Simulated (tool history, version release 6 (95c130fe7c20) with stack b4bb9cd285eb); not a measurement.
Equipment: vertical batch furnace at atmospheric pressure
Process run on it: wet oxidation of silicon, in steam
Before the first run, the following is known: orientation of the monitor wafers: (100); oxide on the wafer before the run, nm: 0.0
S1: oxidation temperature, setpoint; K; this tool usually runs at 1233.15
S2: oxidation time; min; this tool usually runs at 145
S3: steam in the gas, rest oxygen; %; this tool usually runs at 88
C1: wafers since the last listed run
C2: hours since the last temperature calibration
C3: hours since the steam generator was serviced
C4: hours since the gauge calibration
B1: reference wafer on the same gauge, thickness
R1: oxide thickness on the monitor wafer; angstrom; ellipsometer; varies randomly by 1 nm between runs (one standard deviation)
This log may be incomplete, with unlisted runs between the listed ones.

run   hour       S1   S2  S3   C1      C2      C3     C4      B1      R1
  1    0.0  1233.15  145  88    0  4875.7  3790.4  147.8  554.37  4797.1
  2   23.2  1233.15  145  88  219  4898.9  3813.6  171.0  554.00  4796.9
  3   43.4  1233.15  145  88  190  4919.1  3833.8  191.2  553.98  4788.2
  4   68.5  1215.15  145  88  237  4944.2  3858.9  216.3  554.29  4130.3
  5   93.7  1233.15  145  88  238  4969.4  3884.1  241.5  553.81  4793.3
  6  108.9  1233.15  145  88  143  4984.6  3899.3  256.7  553.74  4789.4
  7  144.4  1233.15  145  88  335  5020.1  3934.8  292.2  554.31  4781.6
  8  170.5  1233.15  145  88  246  5046.2  3960.9  318.3  554.04  4797.2
  9  198.6  1233.15  145  88  265  5074.3  3989.0  346.4  553.74  4788.2
 10  220.5  1233.15  145  88  207  5096.2  4010.9  368.3  553.69  4792.4
     260.0  -- steam generator serviced
 11  260.5  1233.15  145  88  151  5136.2     0.5  408.3  554.13  5084.9
 12  273.7  1233.15  145  88  124  5149.4    13.7  421.5  553.83  5093.7
 13  301.8  1233.15  145  88  265  5177.5    41.8  449.6  554.56  5103.3
 14  316.3  1233.15  145  88  137  5192.0    56.3  464.1  554.33  5083.8
 15  329.2  1233.15  103  88  121  5204.9    69.2  477.0  553.79  3978.4
     331.4  -- gauge calibrated
 16  356.7  1222.15  206  97  259  5232.4    96.7   25.3  554.64  6348.5
     382.0  -- thermocouples replaced and temperature profile calibrated
 17  383.9  1233.15  145  88   30     1.9   123.9   52.5  553.77  5073.7
 18  397.9  1233.15  145  88  132    15.9   137.9   66.5  554.36  5072.1
 19  424.1  1244.15  145  91  247    42.1   164.1   92.7  553.43  5618.5
 20  442.8  1233.15  145  88  176    60.8   182.8  111.4  553.61  5064.6

Predict the results of run 21:
 21  461.4  1233.15  209  97  175  79.4  201.4  130.0   ?   ?

B1: 553.92
R1: 6972.1 angstrom
With the hidden condition absent and the run-to-run variation left alone, this run would have shown R1 6997.1 angstrom.
